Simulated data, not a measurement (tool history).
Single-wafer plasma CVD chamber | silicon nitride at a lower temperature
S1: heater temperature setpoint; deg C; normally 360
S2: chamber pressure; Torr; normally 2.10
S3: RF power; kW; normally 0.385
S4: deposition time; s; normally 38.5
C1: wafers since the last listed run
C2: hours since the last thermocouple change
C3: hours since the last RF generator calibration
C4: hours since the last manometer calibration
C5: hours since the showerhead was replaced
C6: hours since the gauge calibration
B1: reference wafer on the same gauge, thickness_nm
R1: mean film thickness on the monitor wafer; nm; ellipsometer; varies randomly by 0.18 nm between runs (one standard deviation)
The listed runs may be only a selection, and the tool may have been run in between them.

Run 1, hour 0.0: usual settings; C1 0; C2 2549.9; C3 1820.5; C4 858.5; C5 4131.9; C6 29.8; B1 70.413. Result: R1 58.925 nm.
Run 2, hour 26.5: usual settings; C1 401; C2 2576.4; C3 1847.0; C4 885.0; C5 4158.4; C6 56.3; B1 70.540. Result: R1 59.138 nm.
Run 3, hour 40.4: usual settings; C1 210; C2 2590.3; C3 1860.9; C4 898.9; C5 4172.3; C6 70.2; B1 70.527. Result: R1 59.079 nm.
Run 4, hour 68.8: usual settings but S1 369 deg C; C1 430; C2 2618.7; C3 1889.3; C4 927.3; C5 4200.7; C6 98.6; B1 70.539. Result: R1 58.693 nm.
Run 5, hour 103.0: usual settings but S1 369 deg C; C1 518; C2 2652.9; C3 1923.5; C4 961.5; C5 4234.9; C6 132.8; B1 70.488. Result: R1 59.182 nm.
Run 6, hour 130.2: usual settings but S2 1.88 Torr; C1 412; C2 2680.1; C3 1950.7; C4 988.7; C5 4262.1; C6 160.0; B1 70.581. Result: R1 58.053 nm.
At hour 141.2: gauge calibrated.
Run 7, hour 144.6: usual settings; C1 218; C2 2694.5; C3 1965.1; C4 1003.1; C5 4276.5; C6 3.4; B1 70.537. Result: R1 59.016 nm.
At hour 158.6: capacitance manometer re-zeroed and calibrated.
Run 8, hour 175.0: usual settings but S1 350 deg C, S2 2.59 Torr, S3 0.330 kW; C1 339; C2 2724.9; C3 1995.5; C4 16.4; C5 4306.9; C6 33.8; B1 70.538. Result: R1 58.564 nm.
At hour 187.9: thermocouple changed; heater temperature recalibrated.
Run 9, hour 208.4: usual settings; C1 384; C2 20.5; C3 2028.9; C4 49.8; C5 4340.3; C6 67.2; B1 70.514. Result: R1 58.968 nm.
At hour 219.5: RF generator calibrated.
At hour 250.1: showerhead replaced.
Run 10, hour 250.6: usual settings but S2 1.83 Torr, S3 0.430 kW; C1 397; C2 62.7; C3 31.1; C4 92.0; C5 0.5; C6 109.4; B1 70.443. Result: R1 60.157 nm.
Run 11, hour 262.5: usual settings but S1 368 deg C, S3 0.410 kW; C1 180; C2 74.6; C3 43.0; C4 103.9; C5 12.4; C6 121.3; B1 70.475. Result: R1 60.189 nm.
Run 12, hour 289.4: usual settings but S4 36.0 s; C1 407; C2 101.5; C3 69.9; C4 130.8; C5 39.3; C6 148.2; B1 70.623. Result: R1 55.400 nm.

Run 13, settings as shown, results not yet in. Your forecast:
At hour 320.3: gauge calibrated.
Run 13, hour 322.9: usual settings; C1 507; C2 135.0; C3 103.4; C4 164.3; C5 72.8; C6 2.6; B1 ?. Result: R1 ?.

B1: 70.422
R1: 59.342 nm
With no hidden state in the tool, this same run would have given R1 59.342 nm.
